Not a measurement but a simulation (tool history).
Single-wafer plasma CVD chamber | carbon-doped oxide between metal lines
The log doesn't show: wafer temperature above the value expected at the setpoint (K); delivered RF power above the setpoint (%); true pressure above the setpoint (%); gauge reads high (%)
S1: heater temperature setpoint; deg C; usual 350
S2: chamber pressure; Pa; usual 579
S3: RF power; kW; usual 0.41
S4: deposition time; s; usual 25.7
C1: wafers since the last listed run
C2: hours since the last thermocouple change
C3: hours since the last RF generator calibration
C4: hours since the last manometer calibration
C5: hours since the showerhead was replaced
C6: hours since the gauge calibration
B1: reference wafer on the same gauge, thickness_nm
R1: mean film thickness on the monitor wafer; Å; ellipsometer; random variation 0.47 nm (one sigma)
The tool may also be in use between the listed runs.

run 1 hour=0 | S1=350 S2=579 S3=0.41 S4=25.7 | C1=0 C2=1290.3 C3=1007.3 C4=8.2 C5=2895.4 C6=551 | B1=117.062 | R1=1029.48
run 2 hour=15.9 | S1=350 S2=579 S3=0.355 S4=25.7 | C1=458 C2=1306.2 C3=1023.2 C4=24.1 C5=2911.3 C6=566.9 | B1=116.991 | R1=902.59
-- hour=45.7 RF generator calibrated
run 3 hour=46.2 | S1=350 S2=579 S3=0.41 S4=25.7 | C1=643 C2=1336.5 C3=0.5 C4=54.4 C5=2941.6 C6=597.2 | B1=116.884 | R1=1063.49
run 4 hour=67.5 | S1=350 S2=579 S3=0.41 S4=25.7 | C1=614 C2=1357.8 C3=21.8 C4=75.7 C5=2962.9 C6=618.5 | B1=117.024 | R1=1056.84
-- hour=79.9 thermocouple changed; heater temperature recalibrated
run 5 hour=95 | S1=355 S2=579 S3=0.41 S4=25.7 | C1=562 C2=15.1 C3=49.3 C4=103.2 C5=2990.4 C6=646 | B1=117.006 | R1=1049.45
-- hour=153 gauge calibrated
run 6 hour=179 | S1=350 S2=579 S3=0.41 S4=25.7 | C1=2423 C2=99.1 C3=133.3 C4=187.2 C5=3074.4 C6=26 | B1=116.961 | R1=1057.9
run 7 hour=206.7 | S1=350 S2=471 S3=0.46 S4=25.7 | C1=799 C2=126.8 C3=161 C4=214.9 C5=3102.1 C6=53.7 | B1=117.084 | R1=1140.01
run 8 hour=250.7 | S1=350 S2=520 S3=0.435 S4=25.7 | C1=1269 C2=170.8 C3=205 C4=258.9 C5=3146.1 C6=97.7 | B1=116.999 | R1=1098.59
run 9 hour=277.1 | S1=350 S2=579 S3=0.475 S4=25.7 | C1=761 C2=197.2 C3=231.4 C4=285.3 C5=3172.5 C6=124.1 | B1=117.046 | R1=1179.86
run 10 hour=296.6 | S1=350 S2=579 S3=0.485 S4=28.9 | C1=562 C2=216.7 C3=250.9 C4=304.8 C5=3192 C6=143.6 | B1=117.04 | R1=1347.92
run 11 hour=318.6 | S1=341 S2=660 S3=0.47 S4=20.8 | C1=634 C2=238.7 C3=272.9 C4=326.8 C5=3214 C6=165.6 | B1=116.862 | R1=999.21
run 12 hour=349.8 | S1=358 S2=627 S3=0.34 S4=24 | C1=900 C2=269.9 C3=304.1 C4=358 C5=3245.2 C6=196.8 | B1=116.975 | R1=805.51
run 13 hour=370.6 | S1=364 S2=717 S3=0.41 S4=25.7 | C1=600 C2=290.7 C3=324.9 C4=378.8 C5=3266 C6=217.6 | B1=117.071 | R1=1013.24
-- hour=383.8 showerhead replaced
run 14 hour=391.2 | S1=350 S2=579 S3=0.41 S4=25.7 | C1=363 C2=311.3 C3=345.5 C4=399.4 C5=7.4 C6=238.2 | B1=117.001 | R1=1048.12
run 15 hour=417.5 | S1=338 S2=579 S3=0.41 S4=25.7 | C1=758 C2=337.6 C3=371.8 C4=425.7 C5=33.7 C6=264.5 | B1=117.148 | R1=1090.77
run 16 hour=435.5 | S1=344 S2=697 S3=0.41 S4=25.7 | C1=519 C2=355.6 C3=389.8 C4=443.7 C5=51.7 C6=282.5 | B1=117.149 | R1=1085.79
run 17 hour=459.3 | S1=358 S2=579 S3=0.41 S4=24.1 | C1=686 C2=379.4 C3=413.6 C4=467.5 C5=75.5 C6=306.3 | B1=116.81 | R1=957.32
run 18 hour=485.9 | S1=350 S2=579 S3=0.41 S4=25.7 | C1=767 C2=406 C3=440.2 C4=494.1 C5=102.1 C6=332.9 | B1=116.934 | R1=1043.64
run 19 hour=513.2 | S1=350 S2=477 S3=0.365 S4=25.7 | C1=787 C2=433.3 C3=467.5 C4=521.4 C5=129.4 C6=360.2 | B1=116.94 | R1=922.3
run 20 hour=540.5 | S1=350 S2=528 S3=0.41 S4=21.4 | C1=787 C2=460.6 C3=494.8 C4=548.7 C5=156.7 C6=387.5 | B1=116.847 | R1=863.88
run 21 hour=558.2 | S1=337 S2=579 S3=0.335 S4=25.7 | C1=510 C2=478.3 C3=512.5 C4=566.4 C5=174.4 C6=405.2 | B1=117.143 | R1=898.13
run 22 hour=578.1 | S1=362 S2=579 S3=0.45 S4=25.7 | C1=574 C2=498.2 C3=532.4 C4=586.3 C5=194.3 C6=425.1 | B1=116.8 | R1=1085.45
run 23 hour=607 | S1=354 S2=579 S3=0.33 S4=25.7 | C1=833 C2=527.1 C3=561.3 C4=615.2 C5=223.2 C6=454 | B1=116.931 | R1=841.17
run 24 hour=621.3 | S1=350 S2=507 S3=0.41 S4=22.2 | C1=412 C2=541.4 C3=575.6 C4=629.5 C5=237.5 C6=468.3 | B1=116.93 | R1=889.92
run 25 hour=645.5 | S1=336 S2=579 S3=0.39 S4=20.6 | C1=698 C2=565.6 C3=599.8 C4=653.7 C5=261.7 C6=492.5 | B1=117.007 | R1=843.11
run 26 hour=660 | S1=350 S2=659 S3=0.33 S4=25.7 | C1=418 C2=580.1 C3=614.3 C4=668.2 C5=276.2 C6=507 | B1=116.92 | R1=855.13
run 27 hour=677.9 | S1=350 S2=683 S3=0.435 S4=29.7 | C1=516 C2=598 C3=632.2 C4=686.1 C5=294.1 C6=524.9 | B1=116.963 | R1=1270.18
run 28 hour=750.9 | S1=350 S2=492 S3=0.41 S4=25.7 | C1=2106 C2=671 C3=705.2 C4=759.1 C5=367.1 C6=597.9 | B1=117.095 | R1=1028.04
run 29 hour=786.4 | S1=350 S2=579 S3=0.41 S4=25.7 | C1=1024 C2=706.5 C3=740.7 C4=794.6 C5=402.6 C6=633.4 | B1=117.017 | R1=1035.1

Hidden state at the last listed run before each entry between runs and at the first one after, where it differs:
Between runs 2 and 3: RF generator calibrated (hour 45.7)
  delivered RF power above the setpoint (%): -3.51 -> -0.168
  measured less the result without the state, R1: -30.18 -> -1.58 Å
Between runs 4 and 5: thermocouple changed; heater temperature recalibrated (hour 79.9)
  delivered RF power above the setpoint (%): -0.353 -> -0.577
  measured less the result without the state, R1: -3.3 -> -5.38 Å
Between runs 5 and 6: gauge calibrated (hour 153)
  delivered RF power above the setpoint (%): -0.577 -> -1.17
  measured less the result without the state, R1: -5.38 -> -11.07 Å
Between runs 13 and 14: showerhead replaced (hour 383.8)
  delivered RF power above the setpoint (%): -2.13 -> -2.21
  measured less the result without the state, R1: -19.5 -> -20.93 Å

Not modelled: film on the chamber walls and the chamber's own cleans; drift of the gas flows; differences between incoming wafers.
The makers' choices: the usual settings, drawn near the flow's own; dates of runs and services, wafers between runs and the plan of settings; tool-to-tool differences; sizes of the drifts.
